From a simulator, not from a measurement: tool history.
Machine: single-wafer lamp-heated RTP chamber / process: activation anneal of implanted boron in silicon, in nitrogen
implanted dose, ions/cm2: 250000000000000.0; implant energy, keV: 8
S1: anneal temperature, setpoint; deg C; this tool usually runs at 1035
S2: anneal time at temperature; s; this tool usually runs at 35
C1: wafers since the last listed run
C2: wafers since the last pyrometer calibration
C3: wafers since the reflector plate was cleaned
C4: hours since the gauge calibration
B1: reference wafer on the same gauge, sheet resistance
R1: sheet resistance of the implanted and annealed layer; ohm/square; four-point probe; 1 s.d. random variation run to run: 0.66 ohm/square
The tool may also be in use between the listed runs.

run	hour	S1	S2	C1	C2	C3	C4	B1	R1
1	0.0	1035	35	0	5459	5459	966.5	418.99	438.18
# hour 91.7: reflector plate cleaned
# hour 92.0: pyrometer window cleaned and pyrometer calibrated
2	100.3	1035	35	1184	107	107	1066.8	419.17	439.09
3	182.3	1035	35	1056	1163	1163	1148.8	419.43	439.29
4	236.3	1035	51	695	1858	1858	1202.8	419.55	435.41
5	321.7	1035	51	1099	2958	2958	1288.2	419.77	435.78
6	422.9	1035	51	1303	4261	4261	1389.4	419.85	435.02
7	502.5	1035	35	1025	5286	5286	1469.0	420.05	439.76
# hour 578.9: pyrometer window cleaned and pyrometer calibrated
8	591.4	1035	35	1041	160	6328	1557.9	420.13	437.96
# hour 676.2: reflector plate cleaned
9	841.2	1035	35	3113	3274	2125	1807.7	420.68	439.65
10	924.3	1035	35	1070	4344	3195	1890.8	420.99	439.57
11	1027.2	1057	35	1325	5670	4520	1993.7	420.95	436.12
12	1072.8	1035	35	587	6257	5107	2039.3	421.27	440.05
13	1122.7	1035	35	642	6899	5750	2089.2	421.41	440.46
# hour 1181.1: pyrometer window cleaned and pyrometer calibrated
# hour 1205.4: reflector plate cleaned
14	1212.4	1058	51	949	299	89	2178.9	421.68	433.34
15	1451.9	1058	51	3084	3383	3174	2418.4	422.15	434.42
16	1521.5	1035	22	896	4280	4070	2488.0	422.20	445.41
17	1613.8	1035	35	1188	5468	5259	2580.3	422.50	441.39
18	1701.5	1014	35	1129	6598	6388	2668.0	422.55	444.15
# hour 1709.6: pyrometer window cleaned and pyrometer calibrated
# hour 1711.5: reflector plate cleaned
19	1770.2	1010	27	756	755	755	2736.7	422.66	447.10
# hour 1816.1: gauge calibrated
20	1847.6	1035	35	996	1752	1752	31.5	418.32	438.53
21	1887.1	1011	43	508	2260	2260	71.0	418.37	440.11
22	1953.3	1058	46	852	3113	3113	137.2	418.40	430.53
23	2042.0	1024	51	1142	4255	4255	225.9	418.68	436.26
24	2097.3	1035	35	712	4967	4967	281.2	418.83	438.30
25	2151.0	1017	35	691	5659	5659	334.9	419.01	442.15
# hour 2215.9: reflector plate cleaned
26	2229.8	1010	50	911	6571	179	413.7	419.00	440.72
# hour 2253.2: pyrometer window cleaned and pyrometer calibrated
27	2321.3	1015	45	1075	876	1254	505.2	419.49	439.94
28	2395.1	1021	55	950	1827	2205	579.0	419.45	437.65
29	2433.2	1035	45	490	2317	2695	617.1	419.41	437.31
30	2520.1	1021	55	1119	3437	3814	704.0	419.78	438.17
31	2565.4	1035	22	583	4020	4398	749.3	419.71	441.74
32	2625.8	1035	55	777	4798	5176	809.7	420.09	435.10
# hour 2711.0: reflector plate cleaned
33	2723.6	1035	35	1156	5954	161	907.5	420.28	440.48
34	2795.6	1035	35	927	6881	1088	979.5	420.42	440.52

4 options for the next run, each taken on its own from the tool as it stands now. Forecast them:
A	2796.0	1035	35	5	6887	1094	979.9	?	?
B	2796.0	1022	29	5	6887	1094	979.9	?	?
C	2796.0	1035	29	5	6887	1094	979.9	?	?
D	2796.0	1045	50	5	6887	1094	979.9	?	?

run	B1	R1
A	420.29	439.84
B	420.29	443.22
C	420.29	441.21
D	420.29	434.87
Take away the tool's hidden state, keep each run's random variation, and the runs would have read:
run	R1
A	437.33
B	440.69
C	438.69
D	432.39
